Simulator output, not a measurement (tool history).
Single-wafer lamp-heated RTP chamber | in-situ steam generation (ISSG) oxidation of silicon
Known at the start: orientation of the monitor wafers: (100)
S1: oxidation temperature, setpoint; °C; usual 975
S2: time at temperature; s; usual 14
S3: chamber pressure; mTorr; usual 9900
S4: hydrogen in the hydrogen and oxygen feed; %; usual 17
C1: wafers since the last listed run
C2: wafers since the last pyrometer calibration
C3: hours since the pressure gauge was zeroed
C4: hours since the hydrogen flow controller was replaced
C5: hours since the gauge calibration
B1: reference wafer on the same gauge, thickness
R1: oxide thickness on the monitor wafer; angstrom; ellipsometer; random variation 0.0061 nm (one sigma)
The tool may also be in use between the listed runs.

run 1 day=0 | S1=975 S2=14 S3=9900 S4=17 | C1=0 C2=470 C3=3648 C4=1941.4 C5=225.8 | B1=3.42 | R1=40.78
run 2 day=1.579 | S1=975 S2=14 S3=9900 S4=17 | C1=518 C2=988 C3=3685.9 C4=1979.3 C5=263.7 | B1=3.419 | R1=40.88
run 3 day=3.2 | S1=975 S2=14 S3=9900 S4=17 | C1=532 C2=1520 C3=3724.8 C4=2018.2 C5=302.6 | B1=3.42 | R1=40.92
run 4 day=5.875 | S1=975 S2=14 S3=9900 S4=17 | C1=878 C2=2399 C3=3789 C4=2082.4 C5=366.8 | B1=3.421 | R1=40.91
run 5 day=11.225 | S1=975 S2=14 S3=9900 S4=17 | C1=1756 C2=4155 C3=3917.4 C4=2210.8 C5=495.2 | B1=3.421 | R1=41.09
-- day=12.779 pyrometer window cleaned and pyrometer calibrated
run 6 day=12.8 | S1=975 S2=14 S3=9900 S4=17 | C1=407 C2=7 C3=3955.2 C4=2248.6 C5=533 | B1=3.42 | R1=40.96
-- day=13.171 gauge calibrated
-- day=15.246 hydrogen flow controller replaced
run 7 day=15.267 | S1=975 S2=14 S3=9900 S4=17 | C1=700 C2=707 C3=4014.4 C4=0.5 C5=50.3 | B1=3.42 | R1=41
run 8 day=16.6 | S1=975 S2=14 S3=9900 S4=17 | C1=437 C2=1145 C3=4046.4 C4=32.5 C5=82.3 | B1=3.418 | R1=40.84
-- day=17.188 pressure gauge zeroed
run 9 day=18.946 | S1=991 S2=14 S3=9900 S4=17 | C1=660 C2=1806 C3=42.2 C4=88.8 C5=138.6 | B1=3.42 | R1=43.17
run 10 day=20.25 | S1=959 S2=18 S3=9900 S4=23 | C1=428 C2=2234 C3=73.5 C4=120.1 C5=169.9 | B1=3.418 | R1=46.34
run 11 day=23.004 | S1=964 S2=17 S3=10200 S4=25 | C1=904 C2=3139 C3=139.6 C4=186.2 C5=236 | B1=3.421 | R1=46.45
run 12 day=25.592 | S1=958 S2=14 S3=10200 S4=21 | C1=849 C2=3988 C3=201.7 C4=248.3 C5=298.1 | B1=3.42 | R1=40.68
run 13 day=28.458 | S1=983 S2=20 S3=10200 S4=22 | C1=941 C2=4930 C3=270.5 C4=317.1 C5=366.9 | B1=3.42 | R1=51.95
-- day=29.967 pyrometer window cleaned and pyrometer calibrated
run 14 day=30 | S1=975 S2=10 S3=9300 S4=13 | C1=396 C2=10 C3=307.5 C4=354.1 C5=403.9 | B1=3.42 | R1=33.86
-- day=30.621 gauge calibrated
run 15 day=32.692 | S1=975 S2=14 S3=8500 S4=17 | C1=883 C2=894 C3=372.1 C4=418.7 C5=49.7 | B1=3.42 | R1=41.5
run 16 day=34.7 | S1=983 S2=10 S3=9900 S4=17 | C1=659 C2=1554 C3=420.3 C4=466.9 C5=97.9 | B1=3.419 | R1=36.49
run 17 day=37.596 | S1=964 S2=17 S3=10200 S4=25 | C1=950 C2=2505 C3=489.8 C4=536.4 C5=167.4 | B1=3.419 | R1=46.47

3 ways to go on from here, each from the tool as it stands after run 17. What would each give?
run A day=37.612 | S1=975 S2=14 S3=9900 S4=17 | C1=5 C2=2510 C3=490.2 C4=536.8 C5=167.8 | B1=? | R1=?
run B day=37.612 | S1=989 S2=10 S3=9000 S4=27 | C1=5 C2=2510 C3=490.2 C4=536.8 C5=167.8 | B1=? | R1=?
run C day=37.612 | S1=975 S2=9 S3=10200 S4=26 | C1=5 C2=2510 C3=490.2 C4=536.8 C5=167.8 | B1=? | R1=?

run=A B1=3.418 R1=40.99
run=B B1=3.418 R1=42.26
run=C B1=3.418 R1=37.65
Without the tool's hidden state the same runs would have given:
run=A R1=40.89
run=B R1=42.16
run=C R1=37.58
